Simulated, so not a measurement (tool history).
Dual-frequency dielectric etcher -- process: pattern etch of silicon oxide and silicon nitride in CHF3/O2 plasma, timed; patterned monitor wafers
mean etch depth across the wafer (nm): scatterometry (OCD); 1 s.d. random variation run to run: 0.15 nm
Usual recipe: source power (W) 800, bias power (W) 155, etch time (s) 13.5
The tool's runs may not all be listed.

run    hour  source power (W)  bias power (W)  etch time (s)  read-back reference wafer on the same gauge, depth_nm  mean etch depth across the wafer (nm)
  1     0.0               800             145           13.5                                                  20.02                                  22.25
  2    59.0               750             155           13.5                                                  20.00                                  22.38
  3    94.7               800             155           13.5                                                  19.99                                  22.62
  4   121.9               800             155           13.5                                                  19.98                                  22.65
  5   149.4               800             155           13.5                                                  20.04                                  22.97
  6   191.5               800             155           13.5                                                  19.99                                  22.83
  7   259.8               800             155           13.5                                                  19.96                                  23.23
  8   324.8               800             185           16.5                                                  20.02                                  29.50
      368.9  -- wet clean of the chamber
  9   508.1               800             185           16.5                                                  19.96                                  27.89
 10   574.5               800             185           16.5                                                  20.04                                  28.25
 11   620.2               800             155           13.5                                                  20.01                                  22.45
 12   679.8               800             155           13.5                                                  19.99                                  22.42
 13   704.0               800             155           13.5                                                  19.98                                  22.50
 14   767.9               800             155           13.5                                                  19.99                                  22.37
      778.8  -- bias power generator calibrated
 15   793.9               800             155           13.5                                                  20.00                                  22.49
 16   821.7               800             155           13.5                                                  20.05                                  22.82
 17   869.8               690             188           13.5                                                  20.03                                  22.52
 18   957.9               800             125           16.0                                                  19.93                                  26.11
     1009.8  -- wet clean of the chamber
 19  1010.3               870             167           16.0                                                  19.95                                  26.58
     1043.7  -- upper electrode replaced
 20  1069.4               920             181           14.5                                                  20.05                                  25.31
 21  1119.5               800             155           16.0                                                  19.96                                  25.55
     1129.8  -- gauge calibrated
     1151.7  -- source power generator calibrated
 22  1152.2               610             134           16.0                                                  20.04                                  23.22
 23  1184.7               650             168           11.5                                                  20.00                                  17.80
 24  1229.4               800             155           13.5                                                  19.96                                  22.24
 25  1291.7               730             155           13.5                                                  20.00                                  21.63
 26  1352.4               800             143           13.5                                                  20.07                                  21.90
 27  1405.6               800             155           13.5                                                  19.97                                  22.13
 28  1473.1               800             183           13.5                                                  20.07                                  23.41

A few steps of mean etch depth across the wafer (nm) between consecutive runs. Split each: what settings, incoming material and random variation would produce without the hidden state, and what is left over for the hidden state, along with gauge scatter present in only one of the two compared results (measured, and without hidden state):
Hidden state at play: etch rate over this chamber's usual, %; source power that arrives over what is set, %; bias power that arrives over what is set, %; gauge reads high (%).
Run 7 -> 8: bias power (W) 155 -> 185, etch time (s) 13.5 -> 16.5. mean etch depth across the wafer (nm) +6.27: hidden state +0.52, all else +5.75.
Run 8 -> 9: wet clean of the chamber. mean etch depth across the wafer (nm) -1.61: hidden state -1.47, all else -0.14.
Run 10 -> 11: bias power (W) 185 -> 155, etch time (s) 16.5 -> 13.5. mean etch depth across the wafer (nm) -5.80: hidden state -0.04, all else -5.76.
Run 18 -> 19: source power (W) 800 -> 870, bias power (W) 125 -> 167, wet clean of the chamber. mean etch depth across the wafer (nm) +0.47: hidden state -1.50, all else +1.97.

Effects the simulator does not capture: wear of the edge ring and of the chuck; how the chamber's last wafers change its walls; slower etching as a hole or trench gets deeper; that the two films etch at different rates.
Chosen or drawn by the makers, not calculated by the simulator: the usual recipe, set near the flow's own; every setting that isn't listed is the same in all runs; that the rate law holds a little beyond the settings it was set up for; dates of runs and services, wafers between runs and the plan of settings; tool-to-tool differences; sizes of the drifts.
